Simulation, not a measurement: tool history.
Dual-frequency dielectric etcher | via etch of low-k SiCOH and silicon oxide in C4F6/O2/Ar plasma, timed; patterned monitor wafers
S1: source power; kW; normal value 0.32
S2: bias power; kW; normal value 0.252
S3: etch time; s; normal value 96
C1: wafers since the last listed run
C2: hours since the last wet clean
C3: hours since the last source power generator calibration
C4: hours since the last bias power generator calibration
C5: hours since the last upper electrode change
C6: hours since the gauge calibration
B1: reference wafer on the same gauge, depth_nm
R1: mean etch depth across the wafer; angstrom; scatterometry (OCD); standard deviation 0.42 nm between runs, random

run   hour    S1     S2     S3   C1     C2      C3      C4      C5     C6     B1    R1
  1      0  0.32  0.252     96    0  196.9  2042.9  3138.7  2468.2  250.3    270  2789
  2    9.6  0.32  0.252     96  103  206.5  2052.5  3148.3  2477.8  259.9    270  2797
  3   16.8   0.3  0.252     96   77  213.7  2059.7  3155.5    2485  267.1    270  2709
  4   33.5   0.3  0.252     96  179  230.4  2076.4  3172.2  2501.7  283.8    270  2709
  5   40.6  0.32  0.252     96   76  237.5  2083.5  3179.3  2508.8  290.9    270  2799
  6     51  0.32  0.252     96  112  247.9  2093.9  3189.7  2519.2  301.3  269.9  2796
  7   67.1  0.32  0.252     96  173    264    2110  3205.8  2535.3  317.4    270  2799
     101.9  -- gauge calibrated
  8  104.7  0.32  0.267     96  405  301.6  2147.6  3243.4  2572.9    2.8  269.9  2858
     131.1  -- upper electrode replaced
  9  131.6  0.32  0.205     96   31  328.5  2174.5  3270.3     0.5   29.7  270.1  2626
 10    132  0.32  0.205     96    4  328.9  2174.9  3270.7     0.9   30.1    270  2630
 11  136.4  0.32  0.205     96   47  333.3  2179.3  3275.1     5.3   34.5  269.9  2635
     165.4  -- bias power generator calibrated
     172.2  -- wet clean of the chamber
 12  172.7  0.32  0.252     96  274    0.5  2215.6     7.3    41.6   70.8    270  2774
 13  173.1  0.25  0.285   87.5    4    0.9    2216     7.7      42   71.2  269.9  2333
 14  173.4  0.32  0.307     96    3    1.2  2216.3       8    42.3   71.5    270  2961
 15    190  0.32  0.252     96  178   17.8  2232.9    24.6    58.9   88.1    270  2772
 16  198.7  0.26  0.303  112.5   93   26.5  2241.6    33.3    67.6   96.8  269.9  3117
 17  216.2  0.28  0.252     67  188     44  2259.1    50.8    85.1  114.3    270  1816
     235.2  -- source power generator calibrated
 18  235.7  0.26  0.206     75  167   63.5     0.5    70.3   104.6  133.8  270.1  1837
 19  242.5  0.28  0.308   76.5   73   70.3     7.3    77.1   111.4  140.6    270  2222
 20  255.2  0.27  0.252    112  136     83      20    89.8   124.1  153.3  270.1  2984
 21  268.8  0.29  0.197  103.5  146   96.6    33.6   103.4   137.7  166.9    270  2650
 22  276.1  0.32  0.252     96   78  103.9    40.9   110.7     145  174.2    270  2777
 23  285.9  0.24  0.204     96  105  113.7    50.7   120.5   154.8    184    270  2250
 24  298.3   0.3  0.252     96  133  126.1    63.1   132.9   167.2  196.4    270  2700

4 options for the next run, each taken on its own from the tool as it stands now. Forecast them:
  A  298.7  0.32  0.252     96   4  126.5  63.5  133.3  167.6  196.8   ?   ?
  B  298.7  0.32  0.292  120.5   4  126.5  63.5  133.3  167.6  196.8   ?   ?
  C  298.7  0.32  0.221     96   4  126.5  63.5  133.3  167.6  196.8   ?   ?
  D  298.7   0.4  0.296     87   4  126.5  63.5  133.3  167.6  196.8   ?   ?

run   B1    R1
  A  270  2785
  B  270  3670
  C  270  2670
  D  270  2953
Stripped of hidden state, with their random variation kept, the same runs would have yielded:
run    R1
  A  2769
  B  3650
  C  2655
  D  2937
